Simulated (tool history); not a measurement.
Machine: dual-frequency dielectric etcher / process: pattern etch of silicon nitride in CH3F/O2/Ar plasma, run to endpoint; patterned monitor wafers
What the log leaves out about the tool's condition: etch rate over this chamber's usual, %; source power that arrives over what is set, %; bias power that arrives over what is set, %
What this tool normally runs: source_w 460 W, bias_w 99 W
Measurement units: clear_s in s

| run | day | source_w | bias_w | wafers since the last listed run | hours since the last wet clean | hours since the last source power generator calibration | hours since the last bias power generator calibration | hours since the last upper electrode change | incoming incoming film thickness, nm | clear_s |
|---|---|---|---|---|---|---|---|---|---|---|
| 1 | 0 | 460 | 90 | 0 | 16.4 | 3102 | 4779.1 | 2001.8 | 22.22 | 26.5 |
| 2 | 1.267 | 460 | 90 | 305 | 46.8 | 3132.4 | 4809.5 | 2032.2 | 22.22 | 26.5 |
| 3 | 2.438 | 460 | 99 | 282 | 74.9 | 3160.5 | 4837.6 | 2060.3 | 22.64 | 26.4 |
| 4 | 4.783 | 460 | 99 | 565 | 131.2 | 3216.8 | 4893.9 | 2116.6 | 22.19 | 26.1 |
| 5 | 6.696 | 520 | 99 | 461 | 177.1 | 3262.7 | 4939.8 | 2162.5 | 22.49 | 25.4 |
| 6 | 7.758 | 520 | 99 | 256 | 202.6 | 3288.2 | 4965.3 | 2188 | 22.5 | 25.2 |
| 7 | 9.938 | 520 | 99 | 525 | 254.9 | 3340.5 | 5017.6 | 2240.3 | 22.3 | 25.1 |
| 8 | 11.392 | 460 | 99 | 350 | 289.8 | 3375.4 | 5052.5 | 2275.2 | 22.5 | 26.5 |
| 9 | 12.6 | 460 | 99 | 291 | 318.8 | 3404.4 | 5081.5 | 2304.2 | 22.31 | 26.4 |
| 10 | 14.004 | 540 | 99 | 338 | 352.5 | 3438.1 | 5115.2 | 2337.9 | 22.56 | 25 |
| 11 | 16.725 | 460 | 99 | 656 | 417.8 | 3503.4 | 5180.5 | 2403.2 | 22.37 | 26.4 |
|  | 17.921 | bias power generator calibrated |
| 12 | 18.075 | 430 | 99 | 285 | 450.2 | 3535.8 | 3.7 | 2435.6 | 22.22 | 26.9 |
| 13 | 20.983 | 430 | 99 | 701 | 520 | 3605.6 | 73.5 | 2505.4 | 22.49 | 27.5 |
| 14 | 23.117 | 460 | 99 | 514 | 571.2 | 3656.8 | 124.7 | 2556.6 | 22.49 | 26.8 |
|  | 24.229 | wet clean of the chamber |
| 15 | 24.9 | 460 | 99 | 188 | 16.1 | 3699.6 | 167.5 | 2599.4 | 22.34 | 26.1 |
| 16 | 27.617 | 460 | 99 | 655 | 81.3 | 3764.8 | 232.7 | 2664.6 | 22.28 | 26.1 |
| 17 | 29.417 | 460 | 86 | 434 | 124.5 | 3808 | 275.9 | 2707.8 | 22.11 | 26.8 |
| 18 | 32.279 | 460 | 79 | 690 | 193.2 | 3876.7 | 344.6 | 2776.5 | 22.48 | 27.7 |
| 19 | 34.638 | 460 | 99 | 568 | 249.8 | 3933.3 | 401.2 | 2833.1 | 22.14 | 26 |
| 20 | 36.371 | 390 | 82 | 417 | 291.4 | 3974.9 | 442.8 | 2874.7 | 22.29 | 28.8 |
| 21 | 39.338 | 460 | 99 | 715 | 362.6 | 4046.1 | 514 | 2945.9 | 22.46 | 26.5 |
| 22 | 41.371 | 460 | 99 | 490 | 411.4 | 4094.9 | 562.8 | 2994.7 | 22.49 | 26.5 |
| 23 | 42.379 | 460 | 99 | 243 | 435.6 | 4119.1 | 587 | 3018.9 | 22.52 | 26.6 |
| 24 | 44.558 | 530 | 92 | 525 | 487.9 | 4171.4 | 639.3 | 3071.2 | 22.32 | 25.7 |
|  | 44.996 | source power generator calibrated |
|  | 46.379 | upper electrode replaced |
|  | 46.617 | wet clean of the chamber |
| 25 | 46.638 | 550 | 110 | 162 | 0.5 | 39.4 | 689.2 | 6.2 | 22.27 | 23.9 |
| 26 | 48.238 | 340 | 75 | 385 | 38.9 | 77.8 | 727.6 | 44.6 | 22.19 | 30.5 |
| 27 | 50.458 | 460 | 78 | 535 | 92.2 | 131.1 | 780.9 | 97.9 | 22.28 | 27.6 |
| 28 | 52.308 | 460 | 99 | 446 | 136.6 | 175.5 | 825.3 | 142.3 | 22.53 | 26.4 |
| 29 | 53.733 | 460 | 99 | 343 | 170.8 | 209.7 | 859.5 | 176.5 | 22.06 | 25.8 |
| 30 | 54.854 | 400 | 99 | 270 | 197.7 | 236.6 | 886.4 | 203.4 | 22.48 | 27.6 |
| 31 | 57.8 | 350 | 99 | 710 | 268.4 | 307.3 | 957.1 | 274.1 | 22.27 | 28.7 |
| 32 | 59.604 | 410 | 83 | 435 | 311.7 | 350.6 | 1000.4 | 317.4 | 22.4 | 28.7 |

Alternative continuations, all from the tool just after run 32; predict every row:
| A | 59.621 | 510 | 99 | 4 | 312.1 | 351 | 1000.8 | 317.8 | 22.58 | ? |
| B | 59.621 | 460 | 77 | 4 | 312.1 | 351 | 1000.8 | 317.8 | 22.58 | ? |
| C | 59.621 | 390 | 107 | 4 | 312.1 | 351 | 1000.8 | 317.8 | 22.58 | ? |
| D | 59.621 | 460 | 122 | 4 | 312.1 | 351 | 1000.8 | 317.8 | 22.58 | ? |

| run | clear_s |
|---|---|
| A | 25.8 |
| B | 28.2 |
| C | 27.7 |
| D | 25.4 |
With no hidden state in the tool, these same runs would have given:
| run | clear_s |
|---|---|
| A | 25.4 |
| B | 27.8 |
| C | 27.4 |
| D | 25.1 |
